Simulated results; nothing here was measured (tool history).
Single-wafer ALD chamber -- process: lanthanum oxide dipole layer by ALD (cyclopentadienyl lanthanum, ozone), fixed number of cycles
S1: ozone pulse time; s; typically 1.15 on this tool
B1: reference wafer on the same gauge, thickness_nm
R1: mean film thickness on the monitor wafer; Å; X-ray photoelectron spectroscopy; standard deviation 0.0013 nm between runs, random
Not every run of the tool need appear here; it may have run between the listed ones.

run 1 day=0 | S1=1.15 | B1=0.52 | R1=4.78
-- day=3.167 ozone generator serviced
run 2 day=3.95 | S1=1.15 | B1=0.52 | R1=4.94
run 3 day=13.275 | S1=1.15 | B1=0.521 | R1=4.92
run 4 day=15.112 | S1=1.15 | B1=0.52 | R1=4.89
run 5 day=17.425 | S1=1.15 | B1=0.52 | R1=4.92
run 6 day=19.004 | S1=1.15 | B1=0.52 | R1=4.89
run 7 day=21.729 | S1=1.15 | B1=0.52 | R1=4.9
run 8 day=24.362 | S1=1.26 | B1=0.52 | R1=5
run 9 day=28.138 | S1=1.15 | B1=0.52 | R1=4.9
run 10 day=29.938 | S1=1.15 | B1=0.52 | R1=4.87
run 11 day=32.688 | S1=1.15 | B1=0.521 | R1=4.88
run 12 day=34.617 | S1=1.15 | B1=0.52 | R1=4.89
run 13 day=38.533 | S1=1.15 | B1=0.52 | R1=4.87
run 14 day=48.05 | S1=1.3 | B1=0.52 | R1=4.95
-- day=52.408 thermocouple changed; heater temperature recalibrated
run 15 day=52.429 | S1=1.3 | B1=0.52 | R1=4.94
-- day=53.196 ozone generator serviced
-- day=53.767 gauge calibrated
-- day=55.35 showerhead replaced
run 16 day=55.542 | S1=1.15 | B1=0.52 | R1=4.89
run 17 day=57.862 | S1=1.4 | B1=0.52 | R1=5.06
run 18 day=59.496 | S1=0.77 | B1=0.52 | R1=4.42

Forecast run 19:
run 19 day=63.871 | S1=1.15 | B1=? | R1=?

B1: 0.52
R1: 4.87 Å
Take away the tool's hidden state, keep the run-to-run variation as it was, and the same run would have given R1 4.92 Å.
